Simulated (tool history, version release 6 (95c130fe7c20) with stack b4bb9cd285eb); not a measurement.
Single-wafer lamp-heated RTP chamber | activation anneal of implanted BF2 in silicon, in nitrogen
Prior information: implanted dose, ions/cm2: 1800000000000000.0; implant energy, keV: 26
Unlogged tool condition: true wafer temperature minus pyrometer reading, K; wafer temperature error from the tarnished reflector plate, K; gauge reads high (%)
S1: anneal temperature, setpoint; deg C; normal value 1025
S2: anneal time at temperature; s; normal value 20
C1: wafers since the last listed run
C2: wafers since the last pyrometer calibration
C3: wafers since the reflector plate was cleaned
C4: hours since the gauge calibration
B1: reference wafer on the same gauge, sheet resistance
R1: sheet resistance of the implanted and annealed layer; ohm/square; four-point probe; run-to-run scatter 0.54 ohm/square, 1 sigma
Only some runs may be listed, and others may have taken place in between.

run	hour	S1	S2	C1	C2	C3	C4	B1	R1
1	0	1003	26	0	2195	4684	395.2	136.22	154.96
# hour 63.1: reflector plate cleaned
2	105.9	1003	26	2030	4226	887	501.1	136.56	157
3	184.9	1025	20	1638	5864	2526	580.1	136.65	138.51
# hour 210.4: pyrometer window cleaned and pyrometer calibrated
4	258.7	1025	20	1365	1001	3891	653.9	136.83	138.84
# hour 342.3: reflector plate cleaned
5	342.8	1025	20	1578	2580	9	738	137.17	139.05
6	408.7	1025	20	1367	3947	1377	803.9	137.34	140.48
7	457.2	1037	20	1006	4953	2383	852.4	137.58	129.02
8	552.1	1037	20	1968	6922	4351	947.3	138.01	129.93
# hour 592.3: pyrometer window cleaned and pyrometer calibrated
9	592.8	1037	20	678	11	5030	988	138.02	129.67
# hour 621.5: reflector plate cleaned
# hour 625.7: gauge calibrated
10	640.3	1042	20	819	830	390	14.6	135.8	123.98
11	742	1025	20	2109	2940	2500	116.3	136.02	137.96
12	821	1025	20	1638	4579	4139	195.3	136.33	139.06
13	862.1	1040	25	852	5431	4991	236.4	136.19	120.41
# hour 900.1: pyrometer window cleaned and pyrometer calibrated
# hour 916.2: reflector plate cleaned
14	928.3	1025	9	1041	419	250	302.6	136.42	156.04
15	967.8	1025	20	819	1239	1069	342.1	136.58	138.81
16	1071.5	1001	11	2151	3390	3220	445.8	136.56	178.21
17	1140.5	1046	12	1431	4821	4652	514.8	136.51	131.41
# hour 1206.9: reflector plate cleaned
18	1230.8	1025	24	1707	6529	495	605.1	136.93	136.07
# hour 1288.3: pyrometer window cleaned and pyrometer calibrated
19	1318.2	1025	27	1647	621	2142	692.5	137.09	133.3
20	1361.9	1033	32	906	1527	3048	736.2	137.37	121.18

5 options for the next run, each taken on its own from the tool as it stands now. Forecast them:
A	1362.3	1025	20	8	1535	3057	736.6	?	?
B	1362.3	1025	8	8	1535	3057	736.6	?	?
C	1362.3	1000	23	8	1535	3057	736.6	?	?
D	1362.3	1037	13	8	1535	3057	736.6	?	?
E	1362.3	1014	20	8	1535	3057	736.6	?	?

run	B1	R1
A	137.64	139.84
B	137.64	159.74
C	137.64	164.46
D	137.64	138.55
E	137.64	151.17
What these runs would have given with no unlogged condition in the tool:
run	R1
A	138.47
B	158.19
C	162.86
D	137.2
E	149.7
